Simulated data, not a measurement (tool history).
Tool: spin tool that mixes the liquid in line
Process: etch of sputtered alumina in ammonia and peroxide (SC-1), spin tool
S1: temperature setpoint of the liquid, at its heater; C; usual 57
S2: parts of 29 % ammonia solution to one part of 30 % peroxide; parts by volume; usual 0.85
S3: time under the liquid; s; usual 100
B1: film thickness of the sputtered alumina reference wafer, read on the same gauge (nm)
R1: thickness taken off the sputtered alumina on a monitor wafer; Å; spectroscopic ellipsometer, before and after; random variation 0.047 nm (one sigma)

run	hour	S1	S2	S3	B1	R1
1	0	57	0.85	140	70.02	81.3
2	16.5	57	0.85	100	70.01	59.4
3	33.3	57	0.85	100	70	58.3
4	52	57	0.85	100	70	58.6
5	78.7	57	0.85	100	70.02	58.4
6	97.1	57	0.85	100	70.01	58.5
7	132.2	57	0.85	100	70.02	58.2
8	157.2	57	0.85	100	69.98	58.2
9	169.5	57	0.85	100	70.02	59.1
10	185.8	57	0.6	65	70	36.9
11	207.4	57	0.6	65	70	37.2
12	243.3	57	0.6	65	70	37.4
13	278.3	57	0.85	60	70.01	35.1
14	308.2	51.5	0.95	65	70	28.5
15	322.9	51	1	130	70	56.3
16	342.9	63.5	1.2	125	70	107.8
17	375	57	0.6	65	70.01	36.6
# hour 390.4: new drum of ammonia solution connected
# hour 419.8: ammonia flow meter replaced
# hour 425.7: gauge calibrated
18	448.4	57	0.85	100	70	59.3
19	479.5	57	1.2	130	70.01	78.8
20	514.5	64.5	1.2	75	70.01	67
# hour 516: heated supply line repaired
# hour 516.7: thermometer replaced
21	549.8	57	0.85	100	69.98	59.4
22	564.9	57	0.85	100	70	58.3
23	592.1	52	0.85	100	69.99	44.8
24	625.8	53.5	0.85	100	69.98	48.7
25	650.8	57	0.85	125	70	73.3
26	667.6	50.5	0.45	100	70	39.1

What the log doesn't show, run by run:
liquid hotter than its thermometer reads (K): 0 in every run
ammonia flow below the setpoint (%): 0 in every run
temperature lost on the way to the wafer (K): 0 in every run
ammonia solution weaker than its label (%): 0 in every run
gauge reads high (%): 0 in every run
